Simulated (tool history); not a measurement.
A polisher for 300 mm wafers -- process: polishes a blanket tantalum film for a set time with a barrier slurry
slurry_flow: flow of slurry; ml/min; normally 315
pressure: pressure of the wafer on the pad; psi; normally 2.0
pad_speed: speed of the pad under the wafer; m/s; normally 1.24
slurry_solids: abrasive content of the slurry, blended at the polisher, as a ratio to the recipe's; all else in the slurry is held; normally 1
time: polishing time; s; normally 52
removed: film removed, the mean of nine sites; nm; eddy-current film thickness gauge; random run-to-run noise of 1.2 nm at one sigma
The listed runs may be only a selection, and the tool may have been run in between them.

| run | hour | slurry_flow | pressure | pad_speed | slurry_solids | time | incoming thickness of the incoming film, nm | removed |
|---|---|---|---|---|---|---|---|---|
| 1 | 0.0 | 315 | 2.0 | 1.42 | 1 | 52 | 297.1 | 133.3 |
| 2 | 14.2 | 315 | 2.0 | 1.42 | 1 | 52 | 302.0 | 132.9 |
| 3 | 24.5 | 315 | 2.0 | 1.24 | 1 | 52 | 301.2 | 113.8 |
| 4 | 31.4 | 315 | 1.6 | 1.24 | 1 | 52 | 301.5 | 91.0 |
|  | 39.6 | worn pad replaced by a new one |
| 5 | 42.8 | 315 | 1.6 | 1.24 | 1 | 52 | 297.1 | 82.5 |
| 6 | 55.0 | 315 | 1.6 | 1.24 | 1 | 52 | 301.5 | 83.8 |
| 7 | 68.1 | 380 | 2.0 | 1.24 | 1 | 52 | 300.3 | 106.2 |
| 8 | 74.4 | 380 | 2.0 | 1.24 | 1 | 52 | 297.9 | 105.6 |
|  | 77.0 | slurry nozzle cleaned |
|  | 85.5 | worn pad replaced by a new one, repeated, since the last time left the tool worse |
| 9 | 86.0 | 315 | 2.0 | 1.24 | 1 | 52 | 304.8 | 117.8 |
| 10 | 90.3 | 315 | 2.0 | 1.24 | 1 | 59 | 299.6 | 133.4 |
| 11 | 98.0 | 315 | 2.0 | 1.24 | 1 | 59 | 299.5 | 132.4 |
| 12 | 112.9 | 315 | 2.0 | 1.24 | 1 | 52 | 298.7 | 116.9 |

The next listed run, before its measurement:
| 13 | 127.3 | 315 | 1.7 | 1.10 | 1 | 52 | 298.1 | ? |

{"run 13": {"removed": 85.5}}
With the hidden condition absent and the run-to-run variation left alone, this run would have shown removed 88.7 nm.
